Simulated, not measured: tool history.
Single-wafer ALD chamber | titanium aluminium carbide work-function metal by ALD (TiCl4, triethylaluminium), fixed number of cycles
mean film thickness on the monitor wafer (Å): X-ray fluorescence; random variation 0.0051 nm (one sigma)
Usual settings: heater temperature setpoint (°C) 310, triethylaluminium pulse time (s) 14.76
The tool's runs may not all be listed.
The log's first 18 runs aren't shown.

run,hour,heater temperature setpoint (°C),triethylaluminium pulse time (s),wafers since the last listed run,hours since the last thermocouple change,hours since the last triethylaluminium bottle change,hours since the showerhead was replaced,hours since the gauge calibration,"read-back reference wafer on the same gauge, thickness_nm",mean film thickness on the monitor wafer (Å)
# hour 546.8: showerhead replaced
19,550.3,302,19.77,116,52.9,1110.0,3.5,246.9,1.769,19.95
20,575.7,310,14.76,232,78.3,1135.4,28.9,272.3,1.769,20.65
21,591.7,310,14.76,146,94.3,1151.4,44.9,288.3,1.770,20.65
22,623.7,306,16.72,292,126.3,1183.4,76.9,320.3,1.771,20.38
23,646.6,310,20.26,209,149.2,1206.3,99.8,343.2,1.770,20.84
# hour 658.1: triethylaluminium bottle replaced
24,670.2,298,14.76,142,172.8,12.1,123.4,366.8,1.770,19.60
25,697.2,323,10.33,247,199.8,39.1,150.4,393.8,1.770,21.59
26,710.0,310,14.76,117,212.6,51.9,163.2,406.6,1.770,20.81
27,723.7,302,17.52,125,226.3,65.6,176.9,420.3,1.769,20.08
28,753.2,324,9.74,269,255.8,95.1,206.4,449.8,1.770,21.81
29,776.2,297,17.61,210,278.8,118.1,229.4,472.8,1.770,19.75
30,802.4,320,14.76,239,305.0,144.3,255.6,499.0,1.771,21.64
31,822.9,320,10.09,187,325.5,164.8,276.1,519.5,1.770,21.46
32,841.1,303,13.01,166,343.7,183.0,294.3,537.7,1.771,20.15

Forecast each of these 4 alternatives for the next run:
A,841.5,310,11.38,3,344.1,183.4,294.7,538.1,?,?
B,841.5,315,18.21,3,344.1,183.4,294.7,538.1,?,?
C,841.5,323,14.76,3,344.1,183.4,294.7,538.1,?,?
D,841.5,314,19.59,3,344.1,183.4,294.7,538.1,?,?

run,"read-back reference wafer on the same gauge, thickness_nm",mean film thickness on the monitor wafer (Å)
A,1.770,20.73
B,1.770,21.36
C,1.770,22.00
D,1.770,21.29
Without the tool's hidden state the same runs would have given:
run,mean film thickness on the monitor wafer (Å)
A,20.48
B,21.10
C,21.74
D,21.03

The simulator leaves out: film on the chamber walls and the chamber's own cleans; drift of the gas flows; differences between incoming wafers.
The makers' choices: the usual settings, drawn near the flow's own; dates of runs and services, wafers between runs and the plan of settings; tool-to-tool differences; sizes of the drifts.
